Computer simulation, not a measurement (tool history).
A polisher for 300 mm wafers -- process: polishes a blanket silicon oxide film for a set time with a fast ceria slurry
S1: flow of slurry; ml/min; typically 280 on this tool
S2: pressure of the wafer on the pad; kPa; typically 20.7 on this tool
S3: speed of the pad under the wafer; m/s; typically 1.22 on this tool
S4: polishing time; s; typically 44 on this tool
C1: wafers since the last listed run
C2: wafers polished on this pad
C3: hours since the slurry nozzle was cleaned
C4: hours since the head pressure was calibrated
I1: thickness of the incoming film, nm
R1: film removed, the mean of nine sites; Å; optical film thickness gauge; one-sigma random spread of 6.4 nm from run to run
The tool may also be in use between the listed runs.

run 1 hour=0 | S1=280 S2=20.7 S3=1.22 S4=44 | C1=0 C2=985 C3=187.5 C4=517.2 | I1=3714.9 | R1=6896
run 2 hour=19.8 | S1=280 S2=20.7 S3=1.22 S4=44 | C1=177 C2=1163 C3=207.3 C4=537 | I1=3666.5 | R1=6740
run 3 hour=42.2 | S1=280 S2=20.7 S3=1.04 S4=44 | C1=201 C2=1364 C3=229.7 C4=559.4 | I1=3723.8 | R1=5929
run 4 hour=77.9 | S1=280 S2=20.7 S3=1.22 S4=44 | C1=320 C2=1685 C3=265.4 C4=595.1 | I1=3744.4 | R1=6728
run 5 hour=97.7 | S1=280 S2=20.7 S3=1.22 S4=44 | C1=177 C2=1863 C3=285.2 C4=614.9 | I1=3735.7 | R1=6535
-- hour=125.4 worn pad replaced by a new one
run 6 hour=171.1 | S1=280 S2=20.7 S3=1.46 S4=53 | C1=623 C2=410 C3=358.6 C4=688.3 | I1=3689.8 | R1=9362
-- hour=174.7 slurry nozzle cleaned
run 7 hour=201.7 | S1=280 S2=20.7 S3=1.46 S4=53 | C1=266 C2=676 C3=27 C4=718.9 | I1=3689.8 | R1=9956
-- hour=215.8 head pressure recalibrated
run 8 hour=216.3 | S1=280 S2=20.7 S3=1.46 S4=53 | C1=113 C2=789 C3=41.6 C4=0.5 | I1=3721.9 | R1=9949
run 9 hour=238.6 | S1=280 S2=20.7 S3=1.22 S4=44 | C1=200 C2=990 C3=63.9 C4=22.8 | I1=3734.8 | R1=7070
run 10 hour=262.8 | S1=280 S2=20.7 S3=1.22 S4=44 | C1=217 C2=1207 C3=88.1 C4=47 | I1=3718.3 | R1=7035
run 11 hour=292.3 | S1=280 S2=20.7 S3=1.22 S4=44 | C1=265 C2=1473 C3=117.6 C4=76.5 | I1=3672 | R1=7008
run 12 hour=314.9 | S1=280 S2=20.7 S3=1.22 S4=44 | C1=203 C2=1676 C3=140.2 C4=99.1 | I1=3672.2 | R1=6930
run 13 hour=327.5 | S1=280 S2=20.7 S3=1.22 S4=49 | C1=113 C2=1789 C3=152.8 C4=111.7 | I1=3757.6 | R1=7742
run 14 hour=359.4 | S1=280 S2=20.7 S3=1.64 S4=44 | C1=286 C2=2076 C3=184.7 C4=143.6 | I1=3721 | R1=8833
run 15 hour=393.5 | S1=280 S2=20.7 S3=1.22 S4=44 | C1=306 C2=2382 C3=218.8 C4=177.7 | I1=3743.5 | R1=6932
run 16 hour=406.4 | S1=375 S2=24.1 S3=1.52 S4=49 | C1=115 C2=2498 C3=231.7 C4=190.6 | I1=3705.2 | R1=10918
-- hour=418.3 worn pad replaced by a new one
run 17 hour=439 | S1=280 S2=20.7 S3=1.22 S4=44 | C1=257 C2=186 C3=264.3 C4=223.2 | I1=3702.3 | R1=6983
run 18 hour=470.2 | S1=315 S2=20.7 S3=1.1 S4=44 | C1=280 C2=466 C3=295.5 C4=254.4 | I1=3753.4 | R1=6374

Expected results for the next run?
run 19 hour=484 | S1=335 S2=16.5 S3=1.22 S4=44 | C1=124 C2=590 C3=309.3 C4=268.2 | I1=3658.9 | R1=?

Run 19 came out at R1 5647 Å.
With no hidden state in the tool, this same run would have given R1 6033 Å.

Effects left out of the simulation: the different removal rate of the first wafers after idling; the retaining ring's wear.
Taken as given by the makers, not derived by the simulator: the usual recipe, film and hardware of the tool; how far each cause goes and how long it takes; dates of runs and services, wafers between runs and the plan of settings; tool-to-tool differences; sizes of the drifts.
